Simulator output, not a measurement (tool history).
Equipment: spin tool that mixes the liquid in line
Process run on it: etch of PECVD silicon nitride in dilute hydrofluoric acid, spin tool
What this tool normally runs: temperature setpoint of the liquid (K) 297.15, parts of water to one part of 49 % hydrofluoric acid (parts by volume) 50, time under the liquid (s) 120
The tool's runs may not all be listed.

| run | hour | temperature setpoint of the liquid (K) | parts of water to one part of 49 % hydrofluoric acid (parts by volume) | time under the liquid (s) | read-back film thickness of the PECVD silicon nitride reference wafer, read on the same gauge (nm) | thickness taken off the PECVD silicon nitride on a monitor wafer (angstrom) |
|---|---|---|---|---|---|---|
| 1 | 0 | 300.15 | 50 | 120 | 120.01 | 135.8 |
| 2 | 35.4 | 300.15 | 50 | 120 | 120.03 | 135.8 |
| 3 | 58.3 | 300.15 | 50 | 120 | 119.98 | 136.2 |
| 4 | 85.3 | 297.15 | 50 | 120 | 120.01 | 112.2 |
| 5 | 116.4 | 297.15 | 50 | 120 | 119.98 | 111.1 |
| 6 | 140 | 301.15 | 50 | 120 | 119.99 | 146.5 |
| 7 | 154.9 | 300.15 | 50 | 170 | 120.02 | 197 |
|  | 177.7 | gauge calibrated |
| 8 | 187.2 | 300.15 | 50 | 170 | 120.01 | 196 |
| 9 | 214.3 | 297.15 | 50 | 120 | 120.01 | 114.8 |
| 10 | 226.7 | 297.15 | 50 | 120 | 120.02 | 115.3 |
| 11 | 262.6 | 297.15 | 40 | 155 | 119.99 | 185.3 |
| 12 | 284.5 | 299.15 | 50 | 120 | 120 | 133.1 |
| 13 | 297.7 | 297.15 | 70 | 120 | 120.04 | 83.8 |
| 14 | 321.6 | 297.15 | 50 | 120 | 120 | 115.2 |
| 15 | 334.4 | 293.65 | 40 | 120 | 120.01 | 114.5 |
|  | 346.4 | hydrofluoric acid flow meter replaced |
|  | 378 | thermometer replaced |
| 16 | 420 | 297.15 | 50 | 120 | 120 | 105.7 |
|  | 430.6 | gauge calibrated |
| 17 | 452.1 | 297.15 | 50 | 120 | 120 | 106.2 |
| 18 | 469.2 | 294.15 | 45 | 160 | 120.03 | 128.2 |
| 19 | 482.3 | 297.15 | 50 | 120 | 120.01 | 106.7 |
| 20 | 514.7 | 301.15 | 35 | 90 | 120.01 | 150.5 |

Here are 4 independent what-if runs from the current tool condition. What would each one return?
| A | 515.1 | 297.15 | 50 | 90 | ? | ? |
| B | 515.1 | 297.15 | 50 | 140 | ? | ? |
| C | 515.1 | 301.15 | 30 | 100 | ? | ? |
| D | 515.1 | 297.15 | 50 | 165 | ? | ? |

| run | read-back film thickness of the PECVD silicon nitride reference wafer, read on the same gauge (nm) | thickness taken off the PECVD silicon nitride on a monitor wafer (angstrom) |
|---|---|---|
| A | 120 | 80.6 |
| B | 120 | 125.3 |
| C | 120 | 192.3 |
| D | 120 | 147.7 |
Without the tool's hidden state the same runs would have given:
| run | thickness taken off the PECVD silicon nitride on a monitor wafer (angstrom) |
|---|---|
| A | 77 |
| B | 119.8 |
| C | 184 |
| D | 141.2 |

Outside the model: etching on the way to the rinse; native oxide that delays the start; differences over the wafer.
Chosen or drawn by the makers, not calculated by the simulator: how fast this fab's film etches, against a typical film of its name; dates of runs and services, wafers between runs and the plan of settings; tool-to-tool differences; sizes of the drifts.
